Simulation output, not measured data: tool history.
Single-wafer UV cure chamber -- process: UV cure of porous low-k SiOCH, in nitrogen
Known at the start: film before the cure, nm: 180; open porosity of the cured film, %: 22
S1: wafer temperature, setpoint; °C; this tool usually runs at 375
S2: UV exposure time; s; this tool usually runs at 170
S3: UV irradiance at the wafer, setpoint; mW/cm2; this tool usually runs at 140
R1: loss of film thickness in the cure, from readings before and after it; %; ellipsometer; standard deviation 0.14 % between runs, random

{"run": 1, "day": 0.0, "S1": 390, "S2": 130, "S3": 140, "R1": 12.097}
{"run": 2, "day": 1.162, "S1": 375, "S2": 170, "S3": 114, "R1": 12.26}
{"run": 3, "day": 2.475, "S1": 375, "S2": 170, "S3": 114, "R1": 12.217}
{"run": 4, "day": 8.221, "S1": 375, "S2": 170, "S3": 114, "R1": 11.574}
{"run": 5, "day": 9.983, "S1": 375, "S2": 170, "S3": 140, "R1": 12.186}
{"day": 11.329, "done": "quartz window cleaned"}
{"run": 6, "day": 11.367, "S1": 375, "S2": 170, "S3": 125, "R1": 12.699}
{"run": 7, "day": 14.15, "S1": 375, "S2": 170, "S3": 125, "R1": 12.474}
{"run": 8, "day": 16.679, "S1": 375, "S2": 170, "S3": 140, "R1": 12.99}
{"run": 9, "day": 19.262, "S1": 361, "S2": 215, "S3": 161, "R1": 14.558}
{"run": 10, "day": 21.933, "S1": 384, "S2": 215, "S3": 123, "R1": 13.199}
{"run": 11, "day": 24.471, "S1": 375, "S2": 170, "S3": 114, "R1": 11.161}
{"day": 25.258, "done": "quartz window cleaned"}
{"day": 26.346, "done": "UV bulbs replaced"}
{"run": 12, "day": 27.442, "S1": 361, "S2": 135, "S3": 113, "R1": 10.981}
{"run": 13, "day": 29.417, "S1": 375, "S2": 100, "S3": 140, "R1": 10.622}
{"run": 14, "day": 31.054, "S1": 355, "S2": 170, "S3": 140, "R1": 12.78}
{"run": 15, "day": 32.867, "S1": 388, "S2": 170, "S3": 160, "R1": 13.874}
{"run": 16, "day": 35.304, "S1": 356, "S2": 170, "S3": 127, "R1": 11.86}
{"run": 17, "day": 36.604, "S1": 363, "S2": 170, "S3": 140, "R1": 12.36}

Predict each of these 5 candidate next runs independently; none follows another, all start after run 17:
{"run": "A", "day": 36.625, "S1": 358, "S2": 170, "S3": 140, "R1": "?"}
{"run": "B", "day": 36.625, "S1": 357, "S2": 170, "S3": 140, "R1": "?"}
{"run": "C", "day": 36.625, "S1": 355, "S2": 130, "S3": 120, "R1": "?"}
{"run": "D", "day": 36.625, "S1": 375, "S2": 260, "S3": 140, "R1": "?"}
{"run": "E", "day": 36.625, "S1": 365, "S2": 170, "S3": 140, "R1": "?"}

run=A R1=12.018
run=B R1=11.997
run=C R1=9.973
run=D R1=14.475
run=E R1=12.163
Take away the tool's hidden state, keep each run's random variation, and the runs would have read:
run=A R1=12.753
run=B R1=12.731
run=C R1=10.673
run=D R1=15.245
run=E R1=12.901
